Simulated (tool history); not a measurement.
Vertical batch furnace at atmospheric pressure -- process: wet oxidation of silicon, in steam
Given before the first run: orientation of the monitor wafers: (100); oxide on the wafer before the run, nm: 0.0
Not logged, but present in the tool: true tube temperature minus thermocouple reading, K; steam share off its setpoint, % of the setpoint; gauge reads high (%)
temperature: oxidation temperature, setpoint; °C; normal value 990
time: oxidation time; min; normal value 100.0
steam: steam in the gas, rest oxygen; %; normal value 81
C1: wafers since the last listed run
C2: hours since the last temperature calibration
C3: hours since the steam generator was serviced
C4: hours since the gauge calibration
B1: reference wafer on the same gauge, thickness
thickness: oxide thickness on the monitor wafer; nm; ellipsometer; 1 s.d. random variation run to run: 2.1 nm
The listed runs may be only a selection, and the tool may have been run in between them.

run 1 hour=0.0 | temperature=990 time=133.5 steam=86 | C1=0 C2=2229.6 C3=3220.7 C4=1184.0 | B1=532.01 | thickness=593.95
run 2 hour=62.8 | temperature=990 time=100.0 steam=81 | C1=602 C2=2292.4 C3=3283.5 C4=1246.8 | B1=532.60 | thickness=472.26
run 3 hour=168.2 | temperature=978 time=100.0 steam=81 | C1=1010 C2=2397.8 C3=3388.9 C4=1352.2 | B1=532.21 | thickness=431.18
run 4 hour=254.2 | temperature=978 time=100.0 steam=81 | C1=824 C2=2483.8 C3=3474.9 C4=1438.2 | B1=532.27 | thickness=432.76
run 5 hour=318.8 | temperature=978 time=100.0 steam=81 | C1=619 C2=2548.4 C3=3539.5 C4=1502.8 | B1=531.58 | thickness=432.18
run 6 hour=415.1 | temperature=990 time=81.0 steam=81 | C1=923 C2=2644.7 C3=3635.8 C4=1599.1 | B1=532.51 | thickness=405.12
run 7 hour=503.1 | temperature=990 time=81.0 steam=81 | C1=843 C2=2732.7 C3=3723.8 C4=1687.1 | B1=531.60 | thickness=412.18
run 8 hour=552.1 | temperature=990 time=81.5 steam=81 | C1=469 C2=2781.7 C3=3772.8 C4=1736.1 | B1=533.01 | thickness=410.94
run 9 hour=594.2 | temperature=990 time=81.5 steam=81 | C1=403 C2=2823.8 C3=3814.9 C4=1778.2 | B1=531.07 | thickness=409.03
run 10 hour=696.1 | temperature=990 time=81.5 steam=81 | C1=976 C2=2925.7 C3=3916.8 C4=1880.1 | B1=531.89 | thickness=412.18
run 11 hour=745.3 | temperature=1010 time=100.0 steam=81 | C1=471 C2=2974.9 C3=3966.0 C4=1929.3 | B1=532.21 | thickness=540.49
run 12 hour=818.9 | temperature=1010 time=100.0 steam=81 | C1=705 C2=3048.5 C3=4039.6 C4=2002.9 | B1=532.29 | thickness=534.09
run 13 hour=925.0 | temperature=990 time=100.0 steam=81 | C1=1017 C2=3154.6 C3=4145.7 C4=2109.0 | B1=532.78 | thickness=473.87
run 14 hour=972.4 | temperature=990 time=58.0 steam=87 | C1=454 C2=3202.0 C3=4193.1 C4=2156.4 | B1=531.49 | thickness=340.47
run 15 hour=1073.2 | temperature=980 time=100.0 steam=81 | C1=966 C2=3302.8 C3=4293.9 C4=2257.2 | B1=531.86 | thickness=442.12
run 16 hour=1115.9 | temperature=990 time=100.0 steam=81 | C1=409 C2=3345.5 C3=4336.6 C4=2299.9 | B1=531.47 | thickness=471.44
-- hour=1159.9 steam generator serviced
run 17 hour=1199.9 | temperature=990 time=100.0 steam=81 | C1=575 C2=3429.5 C3=40.0 C4=2383.9 | B1=532.08 | thickness=475.49
-- hour=1224.3 thermocouples replaced and temperature profile calibrated
run 18 hour=1306.3 | temperature=974 time=146.5 steam=69 | C1=789 C2=82.0 C3=146.4 C4=2490.3 | B1=531.55 | thickness=473.43
run 19 hour=1368.0 | temperature=990 time=100.0 steam=81 | C1=591 C2=143.7 C3=208.1 C4=2552.0 | B1=532.16 | thickness=462.33
-- hour=1414.3 gauge calibrated
run 20 hour=1689.6 | temperature=968 time=131.0 steam=69 | C1=3083 C2=465.3 C3=529.7 C4=275.3 | B1=532.07 | thickness=424.48
run 21 hour=1772.9 | temperature=990 time=100.0 steam=81 | C1=798 C2=548.6 C3=613.0 C4=358.6 | B1=531.87 | thickness=465.94
run 22 hour=1853.4 | temperature=969 time=58.5 steam=81 | C1=771 C2=629.1 C3=693.5 C4=439.1 | B1=531.86 | thickness=264.86
run 23 hour=1889.9 | temperature=1007 time=81.5 steam=88 | C1=349 C2=665.6 C3=730.0 C4=475.6 | B1=531.85 | thickness=477.14
run 24 hour=1980.8 | temperature=990 time=100.0 steam=81 | C1=871 C2=756.5 C3=820.9 C4=566.5 | B1=532.43 | thickness=466.00
run 25 hour=2055.4 | temperature=968 time=131.0 steam=69 | C1=715 C2=831.1 C3=895.5 C4=641.1 | B1=531.23 | thickness=422.77
run 26 hour=2162.1 | temperature=1004 time=124.5 steam=93 | C1=1022 C2=937.8 C3=1002.2 C4=747.8 | B1=532.03 | thickness=642.47
run 27 hour=2198.5 | temperature=982 time=132.5 steam=76 | C1=348 C2=974.2 C3=1038.6 C4=784.2 | B1=532.50 | thickness=513.39
run 28 hour=2248.2 | temperature=990 time=100.0 steam=88 | C1=476 C2=1023.9 C3=1088.3 C4=833.9 | B1=531.95 | thickness=495.79
run 29 hour=2337.8 | temperature=1007 time=100.0 steam=81 | C1=858 C2=1113.5 C3=1177.9 C4=923.5 | B1=532.27 | thickness=524.81
run 30 hour=2419.5 | temperature=998 time=62.0 steam=76 | C1=783 C2=1195.2 C3=1259.6 C4=1005.2 | B1=531.91 | thickness=340.94
run 31 hour=2507.4 | temperature=990 time=138.0 steam=86 | C1=842 C2=1283.1 C3=1347.5 C4=1093.1 | B1=532.03 | thickness=597.27
run 32 hour=2592.1 | temperature=974 time=55.5 steam=81 | C1=812 C2=1367.8 C3=1432.2 C4=1177.8 | B1=531.63 | thickness=272.61
run 33 hour=2678.5 | temperature=980 time=131.5 steam=75 | C1=828 C2=1454.2 C3=1518.6 C4=1264.2 | B1=532.24 | thickness=498.93
run 34 hour=2739.0 | temperature=990 time=133.5 steam=86 | C1=580 C2=1514.7 C3=1579.1 C4=1324.7 | B1=532.69 | thickness=588.88
run 35 hour=2834.7 | temperature=1011 time=100.0 steam=88 | C1=917 C2=1610.4 C3=1674.8 C4=1420.4 | B1=532.01 | thickness=568.10
run 36 hour=2926.1 | temperature=1010 time=83.0 steam=86 | C1=876 C2=1701.8 C3=1766.2 C4=1511.8 | B1=531.69 | thickness=490.05
run 37 hour=2984.4 | temperature=990 time=100.0 steam=91 | C1=558 C2=1760.1 C3=1824.5 C4=1570.1 | B1=531.52 | thickness=506.35

Pick out some run-to-run changes in thickness. Of each, how much would a tool without hidden state show as well, from the settings, what came in and chance, and how much is left for the hidden state and any gauge scatter not in both results compared?
Run 17 -> 18: temperature 990 -> 974, time 100.0 -> 146.5, steam 81 -> 69, thermocouples replaced and temperature profile calibrated. thickness -2.06 nm: hidden state -12.02, all else +9.96.
Run 30 -> 31: temperature 998 -> 990, time 62.0 -> 138.0, steam 76 -> 86. thickness +256.33 nm: hidden state +3.71, all else +252.62.
Run 31 -> 32: temperature 990 -> 974, time 138.0 -> 55.5, steam 86 -> 81. thickness -324.66 nm: hidden state -3.62, all else -321.04.
Run 32 -> 33: temperature 974 -> 980, time 55.5 -> 131.5, steam 81 -> 75. thickness +226.32 nm: hidden state +3.56, all else +222.76.
